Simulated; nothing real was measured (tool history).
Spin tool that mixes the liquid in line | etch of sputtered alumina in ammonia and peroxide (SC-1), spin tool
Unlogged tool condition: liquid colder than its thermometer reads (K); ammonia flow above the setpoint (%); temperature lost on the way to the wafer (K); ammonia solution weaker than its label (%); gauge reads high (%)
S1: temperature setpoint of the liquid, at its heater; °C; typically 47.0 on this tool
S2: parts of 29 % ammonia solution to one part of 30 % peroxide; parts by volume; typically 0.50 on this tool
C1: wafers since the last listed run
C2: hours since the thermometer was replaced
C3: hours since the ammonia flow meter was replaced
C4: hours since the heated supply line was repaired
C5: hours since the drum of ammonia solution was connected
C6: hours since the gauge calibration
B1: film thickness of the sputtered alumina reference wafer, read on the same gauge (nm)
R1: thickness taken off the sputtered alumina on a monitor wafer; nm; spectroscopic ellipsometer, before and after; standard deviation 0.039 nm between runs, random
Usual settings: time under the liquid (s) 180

run 1 hour=0.0 | S1=47.0 S2=0.50 time_under_the_liquid_(s)=180 | C1=0 C2=1797.0 C3=1429.2 C4=684.6 C5=32.4 C6=377.4 | B1=40.02 | R1=9.33
-- hour=4.1 gauge calibrated
-- hour=7.6 ammonia flow meter replaced
run 2 hour=11.0 | S1=47.0 S2=0.50 time_under_the_liquid_(s)=215 | C1=64 C2=1808.0 C3=3.4 C4=695.6 C5=43.4 C6=6.9 | B1=40.00 | R1=11.14
run 3 hour=27.0 | S1=54.0 S2=0.65 time_under_the_liquid_(s)=80 | C1=102 C2=1824.0 C3=19.4 C4=711.6 C5=59.4 C6=22.9 | B1=40.01 | R1=6.24
run 4 hour=36.3 | S1=50.5 S2=0.50 time_under_the_liquid_(s)=210 | C1=59 C2=1833.3 C3=28.7 C4=720.9 C5=68.7 C6=32.2 | B1=39.99 | R1=13.15
run 5 hour=43.0 | S1=47.0 S2=0.50 time_under_the_liquid_(s)=135 | C1=43 C2=1840.0 C3=35.4 C4=727.6 C5=75.4 C6=38.9 | B1=40.01 | R1=6.97
-- hour=50.5 thermometer replaced
run 6 hour=59.2 | S1=47.0 S2=0.50 time_under_the_liquid_(s)=270 | C1=97 C2=8.7 C3=51.6 C4=743.8 C5=91.6 C6=55.1 | B1=39.98 | R1=13.96
run 7 hour=76.7 | S1=47.0 S2=0.50 time_under_the_liquid_(s)=250 | C1=112 C2=26.2 C3=69.1 C4=761.3 C5=109.1 C6=72.6 | B1=40.00 | R1=12.83
run 8 hour=84.6 | S1=47.0 S2=0.75 time_under_the_liquid_(s)=120 | C1=50 C2=34.1 C3=77.0 C4=769.2 C5=117.0 C6=80.5 | B1=40.00 | R1=6.44
run 9 hour=92.8 | S1=51.0 S2=0.35 time_under_the_liquid_(s)=235 | C1=52 C2=42.3 C3=85.2 C4=777.4 C5=125.2 C6=88.7 | B1=39.99 | R1=14.56
run 10 hour=123.8 | S1=47.0 S2=0.50 time_under_the_liquid_(s)=180 | C1=199 C2=73.3 C3=116.2 C4=808.4 C5=156.2 C6=119.7 | B1=39.99 | R1=9.30
run 11 hour=141.2 | S1=50.5 S2=0.35 time_under_the_liquid_(s)=150 | C1=111 C2=90.7 C3=133.6 C4=825.8 C5=173.6 C6=137.1 | B1=40.01 | R1=9.08
-- hour=147.9 heated supply line repaired
run 12 hour=154.5 | S1=39.0 S2=0.50 time_under_the_liquid_(s)=120 | C1=79 C2=104.0 C3=146.9 C4=6.6 C5=186.9 C6=150.4 | B1=40.02 | R1=4.01
run 13 hour=163.8 | S1=47.0 S2=0.50 time_under_the_liquid_(s)=180 | C1=59 C2=113.3 C3=156.2 C4=15.9 C5=196.2 C6=159.7 | B1=40.03 | R1=9.59
run 14 hour=177.9 | S1=51.0 S2=0.50 time_under_the_liquid_(s)=285 | C1=90 C2=127.4 C3=170.3 C4=30.0 C5=210.3 C6=173.8 | B1=40.03 | R1=18.92
run 15 hour=189.8 | S1=42.0 S2=0.50 time_under_the_liquid_(s)=180 | C1=76 C2=139.3 C3=182.2 C4=41.9 C5=222.2 C6=185.7 | B1=40.01 | R1=7.18
run 16 hour=205.3 | S1=47.0 S2=0.75 time_under_the_liquid_(s)=180 | C1=99 C2=154.8 C3=197.7 C4=57.4 C5=237.7 C6=201.2 | B1=39.99 | R1=9.89
run 17 hour=222.4 | S1=47.0 S2=0.60 time_under_the_liquid_(s)=135 | C1=109 C2=171.9 C3=214.8 C4=74.5 C5=254.8 C6=218.3 | B1=40.00 | R1=7.27
run 18 hour=230.4 | S1=42.0 S2=0.60 time_under_the_liquid_(s)=75 | C1=51 C2=179.9 C3=222.8 C4=82.5 C5=262.8 C6=226.3 | B1=40.02 | R1=3.05
run 19 hour=247.8 | S1=52.0 S2=0.30 time_under_the_liquid_(s)=290 | C1=111 C2=197.3 C3=240.2 C4=99.9 C5=280.2 C6=243.7 | B1=40.00 | R1=19.36
-- hour=299.4 gauge calibrated
run 20 hour=299.8 | S1=47.0 S2=0.60 time_under_the_liquid_(s)=135 | C1=334 C2=249.3 C3=292.2 C4=151.9 C5=332.2 C6=0.4 | B1=39.97 | R1=7.28
run 21 hour=313.1 | S1=53.0 S2=0.35 time_under_the_liquid_(s)=140 | C1=85 C2=262.6 C3=305.5 C4=165.2 C5=345.5 C6=13.7 | B1=40.02 | R1=9.97
run 22 hour=326.4 | S1=47.0 S2=0.50 time_under_the_liquid_(s)=180 | C1=85 C2=275.9 C3=318.8 C4=178.5 C5=358.8 C6=27.0 | B1=39.97 | R1=9.55
run 23 hour=343.5 | S1=38.0 S2=0.50 time_under_the_liquid_(s)=180 | C1=109 C2=293.0 C3=335.9 C4=195.6 C5=375.9 C6=44.1 | B1=39.99 | R1=5.66
run 24 hour=360.6 | S1=52.5 S2=0.60 time_under_the_liquid_(s)=280 | C1=109 C2=310.1 C3=353.0 C4=212.7 C5=393.0 C6=61.2 | B1=39.97 | R1=20.24

The logged runs with the hidden state left out (each run's random variation unchanged):
run=1 R1=9.67
run=2 R1=11.56
run=3 R1=6.46
run=4 R1=13.65
run=5 R1=7.24
run=6 R1=14.52
run=7 R1=13.34
run=8 R1=6.70
run=9 R1=15.15
run=10 R1=9.70
run=11 R1=9.46
run=12 R1=4.04
run=13 R1=9.66
run=14 R1=19.06
run=15 R1=7.24
run=16 R1=9.98
run=17 R1=7.34
run=18 R1=3.08
run=19 R1=19.57
run=20 R1=7.38
run=21 R1=10.11
run=22 R1=9.69
run=23 R1=5.76
run=24 R1=20.58
